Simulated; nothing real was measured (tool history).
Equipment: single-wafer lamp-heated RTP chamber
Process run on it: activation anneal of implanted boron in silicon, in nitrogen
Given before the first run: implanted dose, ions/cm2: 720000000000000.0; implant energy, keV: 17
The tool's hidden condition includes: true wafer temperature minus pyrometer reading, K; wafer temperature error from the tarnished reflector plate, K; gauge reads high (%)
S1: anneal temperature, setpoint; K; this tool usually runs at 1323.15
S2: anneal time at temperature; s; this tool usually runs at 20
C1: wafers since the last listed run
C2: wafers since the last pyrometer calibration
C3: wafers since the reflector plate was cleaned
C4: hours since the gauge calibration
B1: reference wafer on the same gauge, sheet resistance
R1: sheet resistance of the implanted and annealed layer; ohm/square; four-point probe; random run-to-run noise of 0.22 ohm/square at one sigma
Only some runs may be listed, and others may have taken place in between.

run,hour,S1,S2,C1,C2,C3,C4,B1,R1
1,0.0,1323.15,20,0,1412,4451,227.8,121.92,145.50
2,14.4,1347.15,20,179,1591,4630,242.2,121.89,144.52
3,21.3,1347.15,20,86,1678,4717,249.1,121.72,144.71
4,28.1,1323.15,20,84,1762,4802,255.9,121.80,145.44
# hour 37.4: gauge calibrated
# hour 47.6: pyrometer window cleaned and pyrometer calibrated
5,48.1,1323.15,20,149,5,4951,10.7,122.93,146.41
6,57.0,1323.15,20,111,116,5063,19.6,122.88,146.84
7,71.1,1323.15,20,176,292,5239,33.7,122.71,146.37
8,80.6,1323.15,20,118,411,5357,43.2,122.71,146.26
9,92.0,1323.15,20,142,553,5500,54.6,122.59,146.26
10,98.1,1323.15,12,76,630,5576,60.7,122.63,147.54
11,109.6,1323.15,12,143,773,5719,72.2,122.60,146.93
12,124.1,1323.15,12,181,954,5901,86.7,122.48,146.83
13,137.1,1323.15,20,162,1117,6063,99.7,122.51,145.87
14,150.9,1313.15,20,172,1289,6235,113.5,122.33,146.16
15,165.0,1313.15,20,176,1465,6411,127.6,122.34,146.15
16,178.8,1323.15,20,172,1637,6584,141.4,122.23,145.70
# hour 192.6: reflector plate cleaned
# hour 192.8: pyrometer window cleaned and pyrometer calibrated
17,193.1,1323.15,20,76,4,4,155.7,122.15,145.33
18,202.4,1346.15,20,116,120,120,165.0,122.13,145.14
19,214.3,1294.15,29,148,268,268,176.9,122.06,146.93
20,222.5,1323.15,20,102,371,371,185.1,121.99,145.41
21,239.1,1294.15,14,207,578,578,201.7,121.96,147.80
22,254.8,1323.15,20,196,774,774,217.4,121.84,145.20
23,264.2,1347.15,20,117,892,892,226.8,121.78,144.51
# hour 265.1: gauge calibrated
24,280.8,1323.15,20,207,1099,1099,15.7,123.02,146.67
25,290.7,1347.15,10,123,1222,1222,25.6,122.96,147.39
26,297.6,1301.15,25,86,1309,1309,32.5,122.87,147.73
27,314.5,1345.15,12,211,1520,1520,49.4,122.84,147.14
28,326.3,1313.15,20,147,1667,1667,61.2,122.73,146.95
29,333.7,1340.15,28,92,1759,1759,68.6,122.68,145.19
30,367.5,1333.15,30,422,2182,2182,102.4,122.52,144.69
# hour 376.6: pyrometer window cleaned and pyrometer calibrated
31,377.1,1300.15,24,19,6,2202,112.0,122.51,147.24
32,390.7,1294.15,16,169,176,2371,125.6,122.38,148.31
33,408.3,1309.15,10,219,396,2591,143.2,122.25,147.54
34,423.9,1307.15,28,194,590,2786,158.8,122.22,145.98
35,434.2,1293.15,26,128,719,2915,169.1,122.23,147.51
36,444.1,1312.15,20,123,843,3038,179.0,122.17,146.31

What would each run have given without the hidden state, its run-to-run variation left as it was?
run,R1
1,146.84
2,145.93
3,146.16
4,146.94
5,146.58
6,147.07
7,146.68
8,146.62
9,146.69
10,148.01
11,147.46
12,147.45
13,146.57
14,146.94
15,147.01
16,146.63
17,146.35
18,146.22
19,148.09
20,146.60
21,149.11
22,146.58
23,145.95
24,146.72
25,147.50
26,147.89
27,147.39
28,147.27
29,145.55
30,145.24
31,147.86
32,149.01
33,148.34
34,146.87
35,148.47
36,147.33
